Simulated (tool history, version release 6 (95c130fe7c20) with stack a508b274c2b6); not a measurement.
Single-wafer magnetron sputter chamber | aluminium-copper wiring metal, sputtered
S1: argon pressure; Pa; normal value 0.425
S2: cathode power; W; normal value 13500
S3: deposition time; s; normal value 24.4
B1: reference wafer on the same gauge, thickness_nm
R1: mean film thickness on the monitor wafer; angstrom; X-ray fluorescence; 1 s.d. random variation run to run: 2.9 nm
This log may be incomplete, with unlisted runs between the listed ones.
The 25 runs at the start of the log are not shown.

run 26 hour=604.3 | S1=0.318 S2=15850 S3=27.6 | B1=447.940 | R1=7308.38
run 27 hour=634.6 | S1=0.538 S2=12200 S3=24.4 | B1=447.124 | R1=4587.15
run 28 hour=677.5 | S1=0.425 S2=13500 S3=24.4 | B1=447.642 | R1=5268.25
run 29 hour=703.2 | S1=0.380 S2=16350 S3=21.3 | B1=448.312 | R1=5690.61
run 30 hour=716.3 | S1=0.321 S2=13500 S3=24.4 | B1=447.812 | R1=5468.45
run 31 hour=729.4 | S1=0.425 S2=13500 S3=24.4 | B1=448.364 | R1=5221.56
run 32 hour=772.6 | S1=0.425 S2=13500 S3=24.4 | B1=447.682 | R1=5257.82
run 33 hour=787.3 | S1=0.425 S2=13500 S3=24.4 | B1=447.618 | R1=5203.60
-- hour=806.0 sputter target and shields replaced
run 34 hour=806.5 | S1=0.425 S2=14900 S3=24.4 | B1=448.317 | R1=6059.41
run 35 hour=836.9 | S1=0.558 S2=15500 S3=22.2 | B1=448.433 | R1=5408.73
run 36 hour=908.9 | S1=0.350 S2=12000 S3=28.2 | B1=448.470 | R1=5667.74

What if the next run were any one of these 3? Each begins from the tool's condition after run 36:
run A hour=909.3 | S1=0.425 S2=13500 S3=24.4 | B1=? | R1=?
run B hour=909.3 | S1=0.555 S2=16750 S3=29.1 | B1=? | R1=?
run C hour=909.3 | S1=0.290 S2=16750 S3=21.3 | B1=? | R1=?

run=A B1=449.101 R1=5314.99
run=B B1=449.101 R1=7480.63
run=C B1=449.101 R1=6070.38
Without the tool's hidden state the same runs would have given:
run=A R1=5506.34
run=B R1=7749.94
run=C R1=6288.92

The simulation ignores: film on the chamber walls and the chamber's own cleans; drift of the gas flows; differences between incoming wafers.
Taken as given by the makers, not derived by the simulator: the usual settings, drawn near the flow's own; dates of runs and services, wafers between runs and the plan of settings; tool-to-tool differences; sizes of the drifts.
